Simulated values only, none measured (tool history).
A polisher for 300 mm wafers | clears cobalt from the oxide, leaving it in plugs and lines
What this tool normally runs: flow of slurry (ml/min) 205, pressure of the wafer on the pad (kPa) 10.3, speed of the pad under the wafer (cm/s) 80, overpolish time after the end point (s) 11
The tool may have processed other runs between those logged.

run,hour,flow of slurry (ml/min),pressure of the wafer on the pad (kPa),speed of the pad under the wafer (cm/s),overpolish time after the end point (s),"incoming thickness of the incoming film, nm",time until the end point was called (s)
1,0.0,205,10.3,80,11,220.0,74.1
2,27.2,165,10.3,80,12,216.5,76.1
3,53.2,165,10.3,80,12,218.5,77.8
4,65.6,165,10.3,80,12,221.4,79.2
5,90.6,255,10.3,80,11,220.9,74.4
6,123.3,255,10.3,80,11,218.1,72.8
7,140.2,205,10.3,80,11,220.2,76.9
8,173.2,205,10.3,80,11,224.6,79.3
9,202.0,205,10.3,80,11,219.6,76.0
10,228.5,205,7.6,80,8,219.9,83.9
11,257.7,205,7.6,80,8,221.2,85.8
12,288.0,205,10.3,80,11,224.4,72.9
13,316.3,205,10.3,80,11,220.5,70.3
14,330.7,205,10.3,80,11,220.9,72.2
15,345.4,165,10.3,80,8,218.7,72.7
16,375.5,185,10.3,80,11,217.1,71.4
17,396.8,205,10.3,54,11,219.2,94.6
18,429.4,140,10.3,58,14,220.1,96.4
19,460.8,205,9.7,80,11,219.5,75.3
20,478.5,165,10.3,80,8,215.8,74.9
21,499.1,175,9.0,80,18,221.8,82.8
22,517.5,205,10.3,58,11,216.4,91.9
23,548.3,205,10.3,80,11,222.6,72.9
24,566.5,255,10.3,80,11,221.9,72.3
25,596.7,205,10.3,80,11,221.0,71.9
26,628.2,205,13.1,80,11,220.1,61.6
27,658.4,205,6.9,96,11,223.4,83.0
28,689.2,205,10.3,96,15,221.6,63.1
29,711.5,205,10.3,80,11,216.9,73.3

Removed from this log: 6 entries logged between the listed runs. Between which two listed runs does each belong, and how does the tool's hidden state at the listed run before it compare with that at the listed run after it?
After run 7, before run 8: worn pad replaced by a new one (hour 157.3)
  slurry flow missing at the pad, %: 42.1 -> 44.1
  measured result minus the result with no hidden state, time until the end point was called (s): +5.1 -> +5.6
After run 9, before run 10: slurry nozzle cleaned (hour 220.6)
  slurry flow missing at the pad, %: 45.8 -> 0.71
  measured result minus the result with no hidden state, time until the end point was called (s): +5.7 -> +0.1
After run 12, before run 13: head pressure recalibrated (hour 308.8); worn pad replaced by a new one (hour 316.0)
  slurry flow missing at the pad, %: 4.31 -> 6.03
  measured result minus the result with no hidden state, time until the end point was called (s): +0.3 -> +0.4
After run 20, before run 21: worn pad replaced by a new one (hour 498.6)
  slurry flow missing at the pad, %: 15.8 -> 17.1
  measured result minus the result with no hidden state, time until the end point was called (s): +1.7 -> +1.9
After run 26, before run 27: worn pad replaced by a new one (hour 653.0)
  slurry flow missing at the pad, %: 24.9 -> 26.7
  measured result minus the result with no hidden state, time until the end point was called (s): +2.1 -> +3.0

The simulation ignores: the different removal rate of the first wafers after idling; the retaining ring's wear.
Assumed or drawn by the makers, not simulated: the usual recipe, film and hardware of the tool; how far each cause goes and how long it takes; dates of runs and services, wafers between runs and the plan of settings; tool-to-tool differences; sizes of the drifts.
